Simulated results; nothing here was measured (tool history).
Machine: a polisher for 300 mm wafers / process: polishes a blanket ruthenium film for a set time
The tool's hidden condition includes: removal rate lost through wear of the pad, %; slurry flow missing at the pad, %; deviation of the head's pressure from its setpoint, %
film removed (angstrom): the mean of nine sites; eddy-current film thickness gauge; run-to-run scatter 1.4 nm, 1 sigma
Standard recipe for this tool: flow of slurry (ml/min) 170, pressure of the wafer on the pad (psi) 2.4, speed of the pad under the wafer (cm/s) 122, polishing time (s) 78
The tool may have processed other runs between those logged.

run     day  flow of slurry (ml/min)  pressure of the wafer on the pad (psi)  speed of the pad under the wafer (cm/s)  polishing time (s)  wafers since the last listed run  wafers polished on this pad  hours since the slurry nozzle was cleaned  hours since the head pressure was calibrated  incoming thickness of the incoming film, nm  film removed (angstrom)
  1   0.000                      170                                     2.4                                      122                  78                                 0                          524                                      489.1                                          51.7                                        416.4                     1392
  2   1.604                      170                                     2.4                                      122                  57                               391                          915                                      527.6                                          90.2                                        420.4                     1015
      3.612  -- slurry nozzle cleaned
  3   4.496                      170                                     2.4                                      122                  57                               694                         1610                                       21.2                                         159.6                                        415.8                     1055
  4   6.833                      170                                     2.4                                      122                  78                               569                         2180                                       77.3                                         215.7                                        418.4                     1440
      8.100  -- worn pad replaced by a new one
  5  10.392                      170                                     2.4                                      122                  78                               826                          558                                      162.7                                         301.1                                        424.9                     1437
  6  12.667                      170                                     2.4                                      122                  78                               554                         1112                                      217.3                                         355.7                                        425.9                     1430
  7  14.900                      170                                     2.4                                      122                  78                               544                         1657                                      270.9                                         409.3                                        419.0                     1418
     16.446  -- worn pad replaced by a new one
  8  17.092                      170                                     2.4                                      122                  78                               493                          157                                      323.5                                         461.9                                        423.0                     1449
  9  21.038                      170                                     2.4                                      122                  78                               961                         1119                                      418.2                                         556.6                                        417.1                     1437
 10  23.692                      170                                     2.4                                      122                  57                               647                         1766                                      481.9                                         620.3                                        425.2                     1030

What does the tool deliver on the next run?
 11  26.579                      155                                     1.6                                      122                  53                               703                         2470                                      551.2                                         689.6                                        426.8                        ?

{"run 11": {"film removed (angstrom)": 663}}
Minus the tool's unlogged condition, the same run would have read film removed (angstrom) 688.

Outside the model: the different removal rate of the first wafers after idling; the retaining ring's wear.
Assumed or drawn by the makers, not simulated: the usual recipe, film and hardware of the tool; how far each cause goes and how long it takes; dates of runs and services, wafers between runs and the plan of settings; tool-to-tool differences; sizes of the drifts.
